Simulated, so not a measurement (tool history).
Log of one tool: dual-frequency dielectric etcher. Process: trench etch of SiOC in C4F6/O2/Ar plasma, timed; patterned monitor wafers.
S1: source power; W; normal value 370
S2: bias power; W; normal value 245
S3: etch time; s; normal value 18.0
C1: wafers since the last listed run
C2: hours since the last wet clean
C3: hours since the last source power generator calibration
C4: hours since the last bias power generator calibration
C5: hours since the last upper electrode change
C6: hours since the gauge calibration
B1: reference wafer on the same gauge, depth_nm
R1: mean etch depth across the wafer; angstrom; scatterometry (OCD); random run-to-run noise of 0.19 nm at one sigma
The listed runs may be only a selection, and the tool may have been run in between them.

| run | hour | S1 | S2 | S3 | C1 | C2 | C3 | C4 | C5 | C6 | B1 | R1 |
|---|---|---|---|---|---|---|---|---|---|---|---|---|
| 1 | 0.0 | 370 | 245 | 18.0 | 0 | 213.2 | 2426.5 | 2272.0 | 5638.2 | 19.0 | 33.77 | 396.7 |
| 2 | 8.8 | 370 | 245 | 18.0 | 124 | 222.0 | 2435.3 | 2280.8 | 5647.0 | 27.8 | 33.78 | 399.7 |
| 3 | 14.8 | 370 | 245 | 20.0 | 85 | 228.0 | 2441.3 | 2286.8 | 5653.0 | 33.8 | 33.74 | 445.3 |
| 4 | 24.8 | 370 | 245 | 20.0 | 141 | 238.0 | 2451.3 | 2296.8 | 5663.0 | 43.8 | 33.77 | 441.9 |
| 5 | 41.3 | 370 | 245 | 18.0 | 233 | 254.5 | 2467.8 | 2313.3 | 5679.5 | 60.3 | 33.80 | 399.0 |
| 6 | 73.1 | 370 | 245 | 18.0 | 450 | 286.3 | 2499.6 | 2345.1 | 5711.3 | 92.1 | 33.81 | 400.3 |
| 7 | 82.7 | 370 | 245 | 18.0 | 136 | 295.9 | 2509.2 | 2354.7 | 5720.9 | 101.7 | 33.82 | 396.9 |
| 8 | 91.9 | 430 | 245 | 18.0 | 130 | 305.1 | 2518.4 | 2363.9 | 5730.1 | 110.9 | 33.80 | 435.8 |
| 9 | 108.7 | 370 | 245 | 15.0 | 238 | 321.9 | 2535.2 | 2380.7 | 5746.9 | 127.7 | 33.84 | 331.7 |
| 10 | 122.1 | 370 | 245 | 15.0 | 189 | 335.3 | 2548.6 | 2394.1 | 5760.3 | 141.1 | 33.80 | 329.9 |
| 11 | 139.8 | 310 | 270 | 18.0 | 250 | 353.0 | 2566.3 | 2411.8 | 5778.0 | 158.8 | 33.81 | 365.5 |
| 12 | 152.3 | 310 | 270 | 18.0 | 177 | 365.5 | 2578.8 | 2424.3 | 5790.5 | 171.3 | 33.84 | 364.7 |
| 13 | 161.9 | 310 | 270 | 18.0 | 136 | 375.1 | 2588.4 | 2433.9 | 5800.1 | 180.9 | 33.83 | 360.5 |
|  | 182.6 | bias power generator calibrated |
|  | 196.5 | wet clean of the chamber |
| 14 | 197.0 | 300 | 245 | 18.0 | 244 | 0.5 | 2623.5 | 14.4 | 5835.2 | 216.0 | 33.78 | 342.2 |
| 15 | 197.3 | 410 | 297 | 13.5 | 4 | 0.8 | 2623.8 | 14.7 | 5835.5 | 216.3 | 33.77 | 323.9 |
| 16 | 197.6 | 300 | 245 | 23.5 | 4 | 1.1 | 2624.1 | 15.0 | 5835.8 | 216.6 | 33.82 | 446.3 |
| 17 | 210.0 | 440 | 208 | 21.0 | 175 | 13.5 | 2636.5 | 27.4 | 5848.2 | 229.0 | 33.86 | 483.6 |
| 18 | 223.6 | 370 | 282 | 18.0 | 192 | 27.1 | 2650.1 | 41.0 | 5861.8 | 242.6 | 33.79 | 399.5 |
| 19 | 229.7 | 290 | 245 | 18.0 | 86 | 33.2 | 2656.2 | 47.1 | 5867.9 | 248.7 | 33.82 | 330.5 |
|  | 258.6 | upper electrode replaced |
|  | 259.2 | wet clean of the chamber, repeated, since the last time left the tool worse |
|  | 259.4 | gauge calibrated |
| 20 | 259.7 | 440 | 245 | 23.0 | 77 | 0.5 | 2686.2 | 77.1 | 1.1 | 0.3 | 33.81 | 569.7 |
| 21 | 260.0 | 370 | 245 | 18.0 | 4 | 0.8 | 2686.5 | 77.4 | 1.4 | 0.6 | 33.78 | 405.1 |
| 22 | 270.3 | 290 | 280 | 19.5 | 146 | 11.1 | 2696.8 | 87.7 | 11.7 | 10.9 | 33.76 | 388.6 |
|  | 276.1 | source power generator calibrated |
| 23 | 287.0 | 310 | 200 | 21.5 | 180 | 27.8 | 10.9 | 104.4 | 28.4 | 27.6 | 33.83 | 413.2 |
| 24 | 297.3 | 370 | 305 | 18.0 | 146 | 38.1 | 21.2 | 114.7 | 38.7 | 37.9 | 33.82 | 428.7 |
| 25 | 312.7 | 440 | 197 | 18.0 | 218 | 53.5 | 36.6 | 130.1 | 54.1 | 53.3 | 33.80 | 422.9 |
| 26 | 321.2 | 370 | 245 | 18.0 | 120 | 62.0 | 45.1 | 138.6 | 62.6 | 61.8 | 33.82 | 408.2 |
| 27 | 338.0 | 340 | 261 | 18.0 | 238 | 78.8 | 61.9 | 155.4 | 79.4 | 78.6 | 33.79 | 387.8 |
| 28 | 352.6 | 290 | 290 | 16.5 | 206 | 93.4 | 76.5 | 170.0 | 94.0 | 93.2 | 33.76 | 330.2 |

Results per run with the tool's hidden condition removed, run-to-run variation unchanged:
The hidden state here: etch rate over this chamber's usual, %; source power that arrives over what is set, %; bias power that arrives over what is set, %; gauge reads high (%).
| run | R1 |
|---|---|
| 1 | 402.8 |
| 2 | 406.1 |
| 3 | 452.6 |
| 4 | 449.4 |
| 5 | 406.2 |
| 6 | 408.3 |
| 7 | 405.1 |
| 8 | 445.1 |
| 9 | 339.1 |
| 10 | 337.5 |
| 11 | 374.4 |
| 12 | 373.9 |
| 13 | 369.8 |
| 14 | 359.1 |
| 15 | 339.8 |
| 16 | 468.4 |
| 17 | 507.9 |
| 18 | 419.9 |
| 19 | 347.6 |
| 20 | 570.8 |
| 21 | 405.9 |
| 22 | 389.6 |
| 23 | 414.7 |
| 24 | 430.6 |
| 25 | 425.1 |
| 26 | 410.5 |
| 27 | 390.4 |
| 28 | 332.7 |
